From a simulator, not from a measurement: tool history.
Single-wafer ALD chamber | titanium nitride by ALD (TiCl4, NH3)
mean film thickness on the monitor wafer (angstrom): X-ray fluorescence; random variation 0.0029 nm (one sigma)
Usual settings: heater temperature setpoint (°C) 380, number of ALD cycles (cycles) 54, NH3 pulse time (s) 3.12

run	hour	heater temperature setpoint (°C)	number of ALD cycles (cycles)	NH3 pulse time (s)	read-back reference wafer on the same gauge, thickness_nm	mean film thickness on the monitor wafer (angstrom)
1	0	380	54	3.12	1.253	11.67
2	272.9	380	54	3.12	1.258	11.76
3	312.7	380	54	3.12	1.259	11.76
4	411.1	380	51	3.12	1.261	11.12
5	453.3	380	51	3.12	1.263	11.17
6	515.4	380	51	3.12	1.265	11.13
7	577.9	380	54	3.12	1.267	11.8
8	671.1	380	54	3.12	1.27	11.84
9	723.9	380	54	3.12	1.272	11.85
10	766.6	380	54	3.12	1.273	11.85
11	847.6	380	54	3.12	1.275	11.87
12	928.6	380	45	3.12	1.278	9.95
13	1030.3	380	45	3.12	1.283	9.97
14	1074.6	380	54	3.12	1.284	12
# hour 1076: gauge calibrated
15	1139.4	380	54	3.12	1.249	11.64
# hour 1187.5: showerhead replaced
16	1222.3	380	54	3.12	1.249	11.69
17	1291.2	380	54	3.12	1.249	11.62
18	1335.6	387	54	3.12	1.248	11.69
19	1385.3	387	54	3.12	1.249	11.78
20	1453.2	388	44	3.82	1.249	9.62
21	1548.8	366	54	3.64	1.251	11.55
22	1608.4	380	64	3.12	1.251	13.83
23	1658.9	365	44	3.49	1.252	9.38
# hour 1672.1: thermocouple changed; heater temperature recalibrated
24	1742.7	391	48	2.31	1.254	10.34
25	1782.5	380	60	2.46	1.253	12.91
26	1864.6	380	54	3.12	1.255	11.71
27	1915.3	380	54	3.12	1.256	11.76
28	1990.7	380	54	3.12	1.258	11.71
29	2030	371	43	3.12	1.259	9.3
30	2080.2	390	54	3.12	1.26	11.81
31	2362.2	380	44	4.02	1.267	9.74
32	2435.9	389	54	3.95	1.27	11.97
33	2539.3	370	50	2.22	1.273	10.68
34	2636.2	380	54	3.12	1.277	11.9
# hour 2654.6: gauge calibrated
35	2692.9	369	54	2.3	1.241	11.24
36	2744.7	372	61	3.12	1.241	12.99
37	2823.2	371	44	2.42	1.242	9.21
38	2909.1	385	59	2.11	1.241	12.49

5 ways to go on from here, each from the tool as it stands after run 38. What would each give?
A	2909.6	380	54	3.12	?	?
B	2909.6	388	54	2.65	?	?
C	2909.6	369	54	3.59	?	?
D	2909.6	392	60	3.83	?	?
E	2909.6	393	51	3.72	?	?

run	read-back reference wafer on the same gauge, thickness_nm	mean film thickness on the monitor wafer (angstrom)
A	1.241	11.55
B	1.241	11.54
C	1.241	11.48
D	1.241	13.01
E	1.241	11.06
Without the tool's hidden state the same runs would have given:
run	mean film thickness on the monitor wafer (angstrom)
A	11.62
B	11.61
C	11.56
D	13.1
E	11.13
